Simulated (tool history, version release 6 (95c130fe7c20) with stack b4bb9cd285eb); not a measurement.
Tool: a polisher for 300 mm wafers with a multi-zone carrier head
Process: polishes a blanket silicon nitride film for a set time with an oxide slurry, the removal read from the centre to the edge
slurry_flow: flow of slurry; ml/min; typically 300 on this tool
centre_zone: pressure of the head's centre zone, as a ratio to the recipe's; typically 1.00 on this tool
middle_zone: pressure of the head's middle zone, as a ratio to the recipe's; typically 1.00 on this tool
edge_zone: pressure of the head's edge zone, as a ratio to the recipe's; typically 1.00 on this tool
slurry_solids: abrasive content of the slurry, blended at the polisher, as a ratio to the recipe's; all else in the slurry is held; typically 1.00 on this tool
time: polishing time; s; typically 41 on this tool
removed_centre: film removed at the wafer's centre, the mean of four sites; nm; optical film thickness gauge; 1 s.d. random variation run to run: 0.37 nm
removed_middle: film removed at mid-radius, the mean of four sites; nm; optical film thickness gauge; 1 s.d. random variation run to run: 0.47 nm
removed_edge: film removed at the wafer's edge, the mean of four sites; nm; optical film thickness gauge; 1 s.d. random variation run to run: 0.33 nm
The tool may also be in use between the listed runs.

| run | hour | slurry_flow | centre_zone | middle_zone | edge_zone | slurry_solids | time | incoming thickness of the incoming film, nm | removed_centre | removed_middle | removed_edge |
|---|---|---|---|---|---|---|---|---|---|---|---|
| 1 | 0.0 | 300 | 1.05 | 1.00 | 0.93 | 1.00 | 41 | 581.7 | 34.2 | 33.0 | 31.4 |
|  | 15.3 | worn pad replaced by a new one |
| 2 | 15.8 | 300 | 1.00 | 1.00 | 1.00 | 1.00 | 41 | 596.7 | 36.0 | 35.4 | 35.0 |
| 3 | 25.0 | 300 | 1.00 | 1.00 | 1.00 | 1.00 | 41 | 593.4 | 35.6 | 34.9 | 34.5 |
| 4 | 32.5 | 300 | 1.00 | 1.00 | 1.00 | 1.00 | 35 | 580.9 | 29.7 | 29.8 | 28.7 |
| 5 | 48.3 | 300 | 1.00 | 1.00 | 1.00 | 1.00 | 35 | 593.5 | 29.4 | 29.5 | 28.6 |
| 6 | 66.2 | 300 | 1.00 | 1.00 | 1.00 | 1.00 | 41 | 582.9 | 34.0 | 33.6 | 33.4 |
| 7 | 80.3 | 300 | 1.00 | 1.00 | 1.00 | 1.00 | 41 | 588.8 | 33.9 | 33.4 | 32.8 |
| 8 | 87.1 | 300 | 1.00 | 1.00 | 1.00 | 1.00 | 41 | 580.2 | 33.9 | 33.3 | 32.6 |
| 9 | 98.0 | 300 | 1.00 | 1.00 | 1.00 | 1.00 | 41 | 590.6 | 33.5 | 33.2 | 31.7 |
|  | 119.9 | worn pad replaced by a new one |
|  | 128.5 | centre zone pressure recalibrated |
| 10 | 143.2 | 300 | 1.00 | 1.00 | 1.00 | 1.00 | 41 | 585.4 | 30.4 | 30.3 | 29.8 |
| 11 | 152.8 | 300 | 1.00 | 1.00 | 1.00 | 1.00 | 35 | 583.0 | 25.8 | 25.9 | 25.2 |
|  | 158.7 | slurry nozzle cleaned |
| 12 | 159.1 | 330 | 1.00 | 1.00 | 1.00 | 1.00 | 41 | 591.7 | 30.8 | 29.5 | 29.4 |
|  | 165.9 | edge zone pressure recalibrated |
|  | 170.2 | worn pad replaced by a new one, repeated, since the last time left the tool worse |
| 13 | 176.0 | 300 | 0.96 | 1.08 | 1.00 | 0.80 | 34 | 585.2 | 26.9 | 29.0 | 26.9 |
| 14 | 192.3 | 300 | 1.10 | 1.00 | 1.00 | 1.00 | 29 | 588.4 | 27.5 | 24.1 | 23.7 |
|  | 200.7 | carrier head's membrane replaced by a new one |
| 15 | 206.5 | 300 | 1.00 | 1.00 | 1.00 | 1.00 | 41 | 586.9 | 34.0 | 33.8 | 33.3 |
| 16 | 223.3 | 300 | 1.00 | 1.00 | 1.00 | 1.00 | 41 | 601.4 | 33.9 | 33.6 | 33.1 |
| 17 | 237.0 | 300 | 1.00 | 1.00 | 1.00 | 0.75 | 41 | 589.1 | 30.8 | 30.7 | 29.9 |
|  | 276.4 | worn pad replaced by a new one |
| 18 | 276.9 | 300 | 1.00 | 1.00 | 0.89 | 1.00 | 41 | 590.0 | 36.1 | 35.6 | 32.9 |
| 19 | 284.7 | 300 | 1.00 | 1.00 | 1.00 | 1.00 | 41 | 596.1 | 35.2 | 34.6 | 33.9 |
| 20 | 297.9 | 235 | 1.00 | 1.00 | 0.88 | 1.00 | 41 | 598.0 | 32.7 | 33.1 | 30.6 |
| 21 | 307.8 | 355 | 0.91 | 1.06 | 1.00 | 1.00 | 29 | 595.7 | 22.4 | 25.5 | 23.4 |
| 22 | 319.9 | 300 | 1.05 | 1.00 | 0.90 | 1.00 | 33 | 589.2 | 28.5 | 26.9 | 25.1 |

Below, some changes in removed_centre between adjacent runs. For each, the amount present without the hidden state too (settings, incoming material, random variation) and the amount remaining for the hidden state with gauge scatter not shared by both compared results:
Hidden state present: removal rate lost through wear of the pad, %; slurry flow missing at the pad, %; deviation of the centre zone's pressure from its setpoint, %; deviation of the edge zone's pressure from its setpoint, %.
Run 1 -> 2: centre_zone 1.05 -> 1.00, edge_zone 0.93 -> 1.00, worn pad replaced by a new one. removed_centre +1.8 nm: hidden state +2.9, all else -1.1.
Run 12 -> 13: slurry_flow 330 -> 300, centre_zone 1.00 -> 0.96, middle_zone 1.00 -> 1.08, slurry_solids 1.00 -> 0.80, time 41 -> 34, edge zone pressure recalibrated, worn pad replaced by a new one, repeated, since the last time left the tool worse. removed_centre -3.9 nm: hidden state +6.2, all else -10.1.
Run 14 -> 15: centre_zone 1.10 -> 1.00, time 29 -> 41, carrier head's membrane replaced by a new one. removed_centre +6.5 nm: hidden state -0.8, all else +7.3.
Run 20 -> 21: slurry_flow 235 -> 355, centre_zone 1.00 -> 0.91, middle_zone 1.00 -> 1.06, edge_zone 0.88 -> 1.00, time 41 -> 29. removed_centre -10.3 nm: hidden state +0.4, all else -10.7.
